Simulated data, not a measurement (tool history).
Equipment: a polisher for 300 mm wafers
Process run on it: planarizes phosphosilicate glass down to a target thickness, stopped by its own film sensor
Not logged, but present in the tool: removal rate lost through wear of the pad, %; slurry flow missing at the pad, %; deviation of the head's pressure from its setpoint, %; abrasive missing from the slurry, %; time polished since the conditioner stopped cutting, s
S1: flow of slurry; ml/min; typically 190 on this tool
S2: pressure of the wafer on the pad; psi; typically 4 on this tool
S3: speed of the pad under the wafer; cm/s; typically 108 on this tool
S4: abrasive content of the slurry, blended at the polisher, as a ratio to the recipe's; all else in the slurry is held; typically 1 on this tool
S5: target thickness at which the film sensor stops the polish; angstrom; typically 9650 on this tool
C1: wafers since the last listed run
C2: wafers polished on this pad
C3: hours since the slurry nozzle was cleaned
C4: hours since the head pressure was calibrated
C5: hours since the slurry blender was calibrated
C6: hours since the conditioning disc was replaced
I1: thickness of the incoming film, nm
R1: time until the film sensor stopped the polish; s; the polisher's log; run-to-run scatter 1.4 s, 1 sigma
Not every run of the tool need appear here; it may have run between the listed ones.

run	hour	S1	S2	S3	S4	S5	C1	C2	C3	C4	C5	C6	I1	R1
1	0	190	3.1	100	1	9650	0	102	271.7	846.3	420.8	516.4	2423.1	193.3
2	100.3	190	3.1	100	1	9650	994	1097	372	946.6	521.1	616.7	2392.5	190.4
# hour 125.9: conditioning disc replaced and pad reconditioned
# hour 162.7: slurry blender recalibrated
3	176.3	190	4	108	1	9650	714	1811	448	1022.6	13.6	50.4	2412.1	127.6
4	234.7	190	4	108	1	9650	579	2391	506.4	1081	72	108.8	2361.6	127.4
5	310.4	190	4	108	1	9650	750	3142	582.1	1156.7	147.7	184.5	2378.7	125.7
# hour 363.2: head pressure recalibrated
6	372.5	190	2.8	108	0.9	12620	596	3738	644.2	9.3	209.8	246.6	2403.7	158.4
7	433.1	190	4	108	1	9650	601	4339	704.8	69.9	270.4	307.2	2342.6	126.9
# hour 506.1: slurry nozzle cleaned
8	527.9	190	4	108	1	11720	930	5269	21.8	164.7	365.2	402	2354.4	110.9
9	577	140	2.9	108	1	7070	487	5756	70.9	213.8	414.3	451.1	2369.5	228.6
# hour 662.6: worn pad replaced by a new one
10	663.3	190	4	108	1	9650	816	6	157.2	300.1	500.6	537.4	2343.1	131.9
# hour 704.2: slurry blender recalibrated
11	704.7	190	4	108	1.2	9650	390	397	198.6	341.5	0.5	578.8	2389.7	113.9
# hour 744.4: conditioning disc replaced and pad reconditioned
12	745	190	2.7	74	1	6140	379	777	238.9	381.8	40.8	0.6	2360	314.8
13	809.1	190	2.7	108	1.2	13680	635	1413	303	445.9	104.9	64.7	2416.5	129.3
14	895.3	190	4	108	1.2	9650	854	2268	389.2	532.1	191.1	150.9	2358.9	113.6
15	973.4	190	4	108	1	9650	774	3043	467.3	610.2	269.2	229	2382.3	132.8
16	1069.7	145	3.5	108	0.75	13030	955	3998	563.6	706.5	365.5	325.3	2339.9	143.8
# hour 1222.5: slurry blender recalibrated
# hour 1230.1: slurry nozzle cleaned
# hour 1277.5: worn pad replaced by a new one
17	1365.2	165	4.4	108	0.7	13000	2861	870	135.1	1002	142.7	620.8	2391.7	124.3
# hour 1386: conditioning disc replaced and pad reconditioned
18	1428.3	215	3.3	146	1	11520	606	1476	198.2	1065.1	205.8	42.3	2403.1	110.7
19	1472.5	190	4	108	1	14440	438	1914	242.4	1109.3	250	86.5	2332.5	83.1
20	1528.8	190	4	108	1	9650	558	2473	298.7	1165.6	306.3	142.8	2415.2	139.9
# hour 1552.7: head pressure recalibrated
21	1616.8	190	4	138	1	9650	853	3326	386.7	64.1	394.3	230.8	2349.3	110.9
22	1715.7	140	4	108	1.15	12470	980	4307	485.6	163	493.2	329.7	2375.4	105.1
23	1821.2	190	4	108	1	9650	1046	5353	591.1	268.5	598.7	435.2	2394.7	141.3
# hour 1840.3: worn pad replaced by a new one
24	1864.3	190	4	92	1.25	7970	387	238	634.2	311.6	641.8	478.3	2392.8	158.3
# hour 1880.7: slurry blender recalibrated
# hour 1934.3: slurry nozzle cleaned
25	1934.8	145	3.2	108	1.1	9650	669	907	0.5	382.1	54.1	548.8	2371.6	159.9

List, for all runs, the conditions of the tool that the log does not record:
removal rate lost through wear of the pad, %: 0, the same for each run
slurry flow missing at the pad, %: 0, the same for each run
deviation of the head's pressure from its setpoint, %: 0, the same for each run
time polished since the conditioner stopped cutting, s: 0, the same for each run
H1: abrasive missing from the slurry, %
run	H1
1	9.37
2	11.3
3	0.391
4	1.49
5	2.92
6	4.09
7	5.24
8	7.03
9	7.96
10	9.58
11	1.48
12	2.24
13	3.45
14	5.08
15	6.56
16	8.37
17	6.27
18	7.46
19	8.29
20	9.36
21	11
22	12.9
23	14.9
24	15.7
25	2.3
